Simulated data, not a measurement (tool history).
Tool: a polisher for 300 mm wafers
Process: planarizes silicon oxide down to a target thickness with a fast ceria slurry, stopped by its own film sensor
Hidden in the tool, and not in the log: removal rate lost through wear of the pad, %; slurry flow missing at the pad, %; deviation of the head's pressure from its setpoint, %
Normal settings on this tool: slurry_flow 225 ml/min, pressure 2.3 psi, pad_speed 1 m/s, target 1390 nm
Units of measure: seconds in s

| run | hour | slurry_flow | pressure | pad_speed | target | wafers since the last listed run | wafers polished on this pad | hours since the slurry nozzle was cleaned | hours since the head pressure was calibrated | incoming thickness of the incoming film, nm | seconds |
|---|---|---|---|---|---|---|---|---|---|---|---|
| 1 | 0 | 225 | 2.3 | 1.18 | 1318 | 0 | 402 | 424.4 | 682.2 | 2212.3 | 68.6 |
| 2 | 13.2 | 225 | 2.3 | 1 | 1390 | 118 | 521 | 437.6 | 695.4 | 2171.8 | 72.3 |
|  | 47.8 | worn pad replaced by a new one |
| 3 | 48.3 | 225 | 2.3 | 1 | 1390 | 280 | 4 | 472.7 | 730.5 | 2250.4 | 74.9 |
| 4 | 102.8 | 225 | 2.3 | 1 | 1390 | 491 | 495 | 527.2 | 785 | 2218.4 | 74.4 |
| 5 | 116.5 | 225 | 2.3 | 1 | 1390 | 123 | 619 | 540.9 | 798.7 | 2229.2 | 77.6 |
|  | 127.1 | worn pad replaced by a new one |
| 6 | 137.8 | 225 | 2.3 | 1 | 1390 | 155 | 96 | 562.2 | 820 | 2191 | 70.1 |
| 7 | 169.5 | 225 | 2.3 | 1 | 1390 | 285 | 381 | 593.9 | 851.7 | 2208.2 | 74.5 |
| 8 | 186.1 | 225 | 2.3 | 1 | 1390 | 149 | 531 | 610.5 | 868.3 | 2218.5 | 75.5 |
|  | 207.9 | worn pad replaced by a new one |
| 9 | 212.9 | 225 | 2.7 | 1 | 1624 | 205 | 44 | 637.3 | 895.1 | 2202.4 | 43.2 |
|  | 222.9 | head pressure recalibrated |
|  | 244.4 | slurry nozzle cleaned |
| 10 | 245.6 | 180 | 2.3 | 1.28 | 1292 | 267 | 312 | 1.2 | 22.7 | 2170.9 | 64.2 |
| 11 | 279.3 | 225 | 2.3 | 1 | 1390 | 303 | 616 | 34.9 | 56.4 | 2206.1 | 76.6 |
|  | 294 | worn pad replaced by a new one |
| 12 | 300.3 | 195 | 2.3 | 1.24 | 1480 | 153 | 56 | 55.9 | 77.4 | 2249.8 | 54.9 |
| 13 | 326 | 225 | 2.3 | 1 | 1390 | 231 | 288 | 81.6 | 103.1 | 2197.6 | 72.4 |
| 14 | 359.1 | 255 | 2.3 | 1.36 | 1390 | 298 | 586 | 114.7 | 136.2 | 2208.3 | 55.1 |
| 15 | 374.1 | 185 | 2.3 | 1 | 1390 | 135 | 721 | 129.7 | 151.2 | 2213.9 | 79 |

5 options for the next run, each taken on its own from the tool as it stands now. Forecast them:
| A | 374.5 | 225 | 2.3 | 0.82 | 1390 | 3 | 725 | 130.1 | 151.6 | 2181.5 | ? |
| B | 374.5 | 270 | 2 | 0.72 | 1390 | 3 | 725 | 130.1 | 151.6 | 2181.5 | ? |
| C | 374.5 | 225 | 2.3 | 0.78 | 1390 | 3 | 725 | 130.1 | 151.6 | 2181.5 | ? |
| D | 374.5 | 180 | 2 | 1.3 | 1189 | 3 | 725 | 130.1 | 151.6 | 2181.5 | ? |
| E | 374.5 | 225 | 1.9 | 1.22 | 1390 | 3 | 725 | 130.1 | 151.6 | 2181.5 | ? |

| run | seconds |
|---|---|
| A | 90 |
| B | 113.9 |
| C | 94.3 |
| D | 85 |
| E | 73.7 |
What these runs would have given with no unlogged condition in the tool:
| run | seconds |
|---|---|
| A | 83.7 |
| B | 105.9 |
| C | 87.7 |
| D | 79.1 |
| E | 68.5 |
